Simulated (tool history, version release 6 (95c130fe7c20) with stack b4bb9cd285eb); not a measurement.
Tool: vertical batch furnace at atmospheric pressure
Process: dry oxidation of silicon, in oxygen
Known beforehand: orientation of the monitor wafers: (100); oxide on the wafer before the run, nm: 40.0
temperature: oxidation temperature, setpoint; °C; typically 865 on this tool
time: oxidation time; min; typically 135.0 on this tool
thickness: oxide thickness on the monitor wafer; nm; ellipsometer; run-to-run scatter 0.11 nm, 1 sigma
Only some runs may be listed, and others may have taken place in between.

| run | day | temperature | time | read-back reference wafer on the same gauge, thickness | thickness |
|---|---|---|---|---|---|
| 1 | 0.000 | 847 | 184.0 | 53.51 | 51.60 |
| 2 | 1.050 | 865 | 135.0 | 53.50 | 51.56 |
| 3 | 2.575 | 865 | 135.0 | 53.50 | 51.54 |
| 4 | 4.258 | 865 | 135.0 | 53.51 | 51.64 |
| 5 | 5.900 | 865 | 135.0 | 53.47 | 51.77 |
|  | 6.592 | gauge calibrated |
| 6 | 7.117 | 865 | 135.0 | 53.48 | 51.63 |
| 7 | 10.104 | 865 | 135.0 | 53.50 | 51.77 |
| 8 | 12.771 | 865 | 118.0 | 53.49 | 50.36 |
| 9 | 15.246 | 865 | 118.0 | 53.49 | 50.24 |
| 10 | 16.529 | 865 | 118.0 | 53.51 | 50.21 |
| 11 | 18.092 | 855 | 186.0 | 53.50 | 53.37 |
| 12 | 22.342 | 855 | 186.0 | 53.50 | 53.32 |
| 13 | 24.833 | 855 | 186.0 | 53.50 | 53.36 |
| 14 | 27.050 | 882 | 135.0 | 53.50 | 55.07 |
| 15 | 29.858 | 847 | 90.0 | 53.49 | 46.08 |
| 16 | 32.142 | 847 | 90.0 | 53.49 | 46.12 |
| 17 | 34.054 | 865 | 135.0 | 53.49 | 51.50 |
| 18 | 36.600 | 865 | 135.0 | 53.51 | 51.37 |
| 19 | 38.083 | 865 | 135.0 | 53.50 | 51.54 |
| 20 | 41.038 | 865 | 135.0 | 53.51 | 51.61 |
| 21 | 42.279 | 865 | 163.5 | 53.50 | 53.65 |
| 22 | 43.412 | 848 | 152.0 | 53.49 | 49.75 |
|  | 45.329 | boat lift adjusted |
|  | 46.408 | thermocouples replaced and temperature profile calibrated |
| 23 | 46.429 | 865 | 118.0 | 53.52 | 49.86 |
| 24 | 46.771 | 890 | 135.0 | 53.51 | 56.08 |
| 25 | 47.804 | 876 | 163.0 | 53.52 | 55.77 |
|  | 50.017 | gauge calibrated |
| 26 | 50.646 | 865 | 118.0 | 53.50 | 49.91 |
| 27 | 53.279 | 865 | 135.0 | 53.49 | 51.08 |
| 28 | 56.121 | 865 | 115.5 | 53.52 | 49.62 |
|  | 57.317 | boat lift adjusted, repeated, since the last time left the tool worse |
| 29 | 57.696 | 865 | 135.0 | 53.51 | 51.91 |
| 30 | 60.675 | 865 | 192.0 | 53.49 | 56.62 |
| 31 | 62.775 | 840 | 135.0 | 53.48 | 48.10 |
| 32 | 64.258 | 850 | 135.0 | 53.49 | 49.46 |
| 33 | 66.512 | 881 | 81.0 | 53.50 | 49.59 |
| 34 | 68.762 | 865 | 103.5 | 53.49 | 49.31 |
| 35 | 71.025 | 848 | 135.0 | 53.48 | 49.10 |
| 36 | 72.675 | 879 | 135.0 | 53.47 | 54.86 |

Below, each run's measurement less what the same run would have read without the hidden state. Both values contain the same run-to-run variation, but the gauge's scatter may not be the same in both:
Hidden conditions of the tool in this case: true tube temperature minus thermocouple reading, K; monitor wafer colder than the profiled boat position, K; gauge reads high (%).
| run | thickness |
|---|---|
| 1 | -0.32 |
| 2 | -0.32 |
| 3 | -0.33 |
| 4 | -0.33 |
| 5 | -0.35 |
| 6 | -0.35 |
| 7 | -0.37 |
| 8 | -0.33 |
| 9 | -0.35 |
| 10 | -0.35 |
| 11 | -0.48 |
| 12 | -0.50 |
| 13 | -0.51 |
| 14 | -0.58 |
| 15 | -0.25 |
| 16 | -0.25 |
| 17 | -0.48 |
| 18 | -0.50 |
| 19 | -0.51 |
| 20 | -0.53 |
| 21 | -0.63 |
| 22 | -0.47 |
| 23 | -0.78 |
| 24 | -1.24 |
| 25 | -1.24 |
| 26 | -0.80 |
| 27 | -0.92 |
| 28 | -0.80 |
| 29 | -0.03 |
| 30 | -0.07 |
| 31 | -0.04 |
| 32 | -0.06 |
| 33 | -0.06 |
| 34 | -0.07 |
| 35 | -0.08 |
| 36 | -0.14 |

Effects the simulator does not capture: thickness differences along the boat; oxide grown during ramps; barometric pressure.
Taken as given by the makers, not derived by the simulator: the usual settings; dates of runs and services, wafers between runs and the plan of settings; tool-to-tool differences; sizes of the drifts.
